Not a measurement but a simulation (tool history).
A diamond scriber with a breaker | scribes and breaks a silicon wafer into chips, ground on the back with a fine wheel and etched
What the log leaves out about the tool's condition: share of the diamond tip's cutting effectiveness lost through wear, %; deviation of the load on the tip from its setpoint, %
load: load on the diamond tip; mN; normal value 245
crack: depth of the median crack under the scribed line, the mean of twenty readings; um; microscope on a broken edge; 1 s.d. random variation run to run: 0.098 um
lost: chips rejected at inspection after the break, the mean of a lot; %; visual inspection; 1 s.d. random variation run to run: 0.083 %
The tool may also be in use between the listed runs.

| run | day | load | wafers since the last listed run | hours since the diamond tip was replaced | hours since the load on the tip was calibrated | incoming depth of the damage left on the back of the incoming wafer, um | crack | lost |
|---|---|---|---|---|---|---|---|---|
| 1 | 0.000 | 245 | 0 | 359.3 | 606.1 | 0.55 | 7.21 | 6.44 |
| 2 | 0.525 | 245 | 71 | 371.9 | 618.7 | 0.50 | 7.26 | 7.05 |
| 3 | 0.888 | 245 | 49 | 380.6 | 627.4 | 0.48 | 7.10 | 7.12 |
| 4 | 1.454 | 245 | 77 | 394.2 | 641.0 | 0.46 | 7.04 | 8.42 |
| 5 | 2.379 | 245 | 126 | 416.4 | 663.2 | 0.56 | 7.09 | 9.90 |
| 6 | 2.704 | 245 | 44 | 424.2 | 671.0 | 0.63 | 6.93 | 10.67 |
| 7 | 3.004 | 245 | 41 | 431.4 | 678.2 | 0.61 | 6.93 | 10.62 |
| 8 | 3.646 | 245 | 87 | 446.8 | 693.6 | 0.53 | 6.89 | 12.73 |
| 9 | 4.229 | 245 | 79 | 460.8 | 707.6 | 0.39 | 6.70 | 14.01 |
| 10 | 4.600 | 269 | 50 | 469.7 | 716.5 | 0.76 | 7.07 | 8.38 |
| 11 | 4.888 | 269 | 39 | 476.6 | 723.4 | 0.59 | 7.06 | 9.45 |
|  | 5.129 | diamond tip replaced by a new one |
| 12 | 5.612 | 270 | 87 | 11.6 | 740.8 | 0.78 | 8.50 | 2.86 |
| 13 | 6.133 | 182 | 71 | 24.1 | 753.3 | 0.33 | 6.87 | 12.13 |
| 14 | 6.729 | 245 | 81 | 38.4 | 767.6 | 0.60 | 8.03 | 2.10 |
|  | 7.333 | load on the tip recalibrated |
| 15 | 8.517 | 186 | 233 | 81.3 | 28.4 | 0.44 | 6.68 | 10.92 |
| 16 | 8.908 | 267 | 53 | 90.7 | 37.8 | 0.50 | 8.41 | 2.38 |
| 17 | 9.646 | 173 | 101 | 108.4 | 55.5 | 0.72 | 6.51 | 15.84 |
| 18 | 10.062 | 297 | 57 | 118.4 | 65.5 | 0.79 | 8.97 | 4.64 |
| 19 | 10.342 | 266 | 38 | 125.1 | 72.2 | 0.58 | 8.39 | 2.33 |
| 20 | 11.033 | 273 | 94 | 141.7 | 88.8 | 0.53 | 8.73 | 2.25 |
| 21 | 11.525 | 204 | 67 | 153.5 | 100.6 | 0.36 | 7.15 | 7.94 |
| 22 | 11.825 | 245 | 41 | 160.7 | 107.8 | 0.44 | 8.01 | 2.52 |

Expected results for the next run?
| 23 | 12.329 | 172 | 69 | 172.8 | 119.9 | 0.36 | ? | ? |

{"run 23": {"crack": 6.4, "lost": 18.4}}
Were there no unlogged condition in the tool, this run, its random variation unchanged, would have produced crack 6.62 um, lost 14.19 %.

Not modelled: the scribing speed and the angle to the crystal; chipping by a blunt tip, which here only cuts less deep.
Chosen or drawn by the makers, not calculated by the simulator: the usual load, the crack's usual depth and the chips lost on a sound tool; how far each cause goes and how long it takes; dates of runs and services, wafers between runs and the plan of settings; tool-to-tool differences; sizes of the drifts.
